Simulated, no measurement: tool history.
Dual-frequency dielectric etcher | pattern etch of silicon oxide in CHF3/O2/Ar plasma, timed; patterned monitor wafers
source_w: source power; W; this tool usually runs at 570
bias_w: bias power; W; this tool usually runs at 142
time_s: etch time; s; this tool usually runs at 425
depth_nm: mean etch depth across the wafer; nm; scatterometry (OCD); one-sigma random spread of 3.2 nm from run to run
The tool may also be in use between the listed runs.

run	hour	source_w	bias_w	time_s	wafers since the last listed run	hours since the last wet clean	hours since the last source power generator calibration	hours since the last bias power generator calibration	hours since the last upper electrode change	hours since the gauge calibration	read-back reference wafer on the same gauge, depth_nm	depth_nm
1	0	570	142	425	0	154.1	3896.8	3950.2	2644.2	846.5	792.1	736.7
2	56.4	570	142	425	161	210.5	3953.2	4006.6	2700.6	902.9	791.3	731.4
3	128.8	570	142	425	207	282.9	4025.6	4079	2773	975.3	791.1	729.6
4	213.9	570	142	425	243	368	4110.7	4164.1	2858.1	1060.4	792.1	720.9
5	319.7	570	142	425	303	473.8	4216.5	4269.9	2963.9	1166.2	790.9	724.9
# hour 495.8: wet clean of the chamber
# hour 508: gauge calibrated
6	573.6	570	142	425	658	77.8	4470.4	4523.8	3217.8	65.6	790.1	739.5
# hour 656.2: bias power generator calibrated
7	669.8	570	142	425	264	174	4566.6	13.6	3314	161.8	791.4	733
# hour 725.3: source power generator calibrated
# hour 735.5: upper electrode replaced
8	762.5	570	142	425	225	266.7	37.2	106.3	27	254.5	790.8	735.4
9	839	570	142	425	219	343.2	113.7	182.8	103.5	331	791.6	726.2
10	928	650	142	425	255	432.2	202.7	271.8	192.5	420	790.6	756.6
11	1001.5	570	157	332.5	210	505.7	276.2	345.3	266	493.5	789.8	588.2

For run 12, what comes out?
12	1096.1	650	161	358	271	600.3	370.8	439.9	360.6	588.1	?	?

{"run 12": {"read-back reference wafer on the same gauge, depth_nm": 791.5, "depth_nm": 663.4}}
If the tool had no hidden condition, the same run with the same run-to-run variation would have returned depth_nm 680.7 nm.
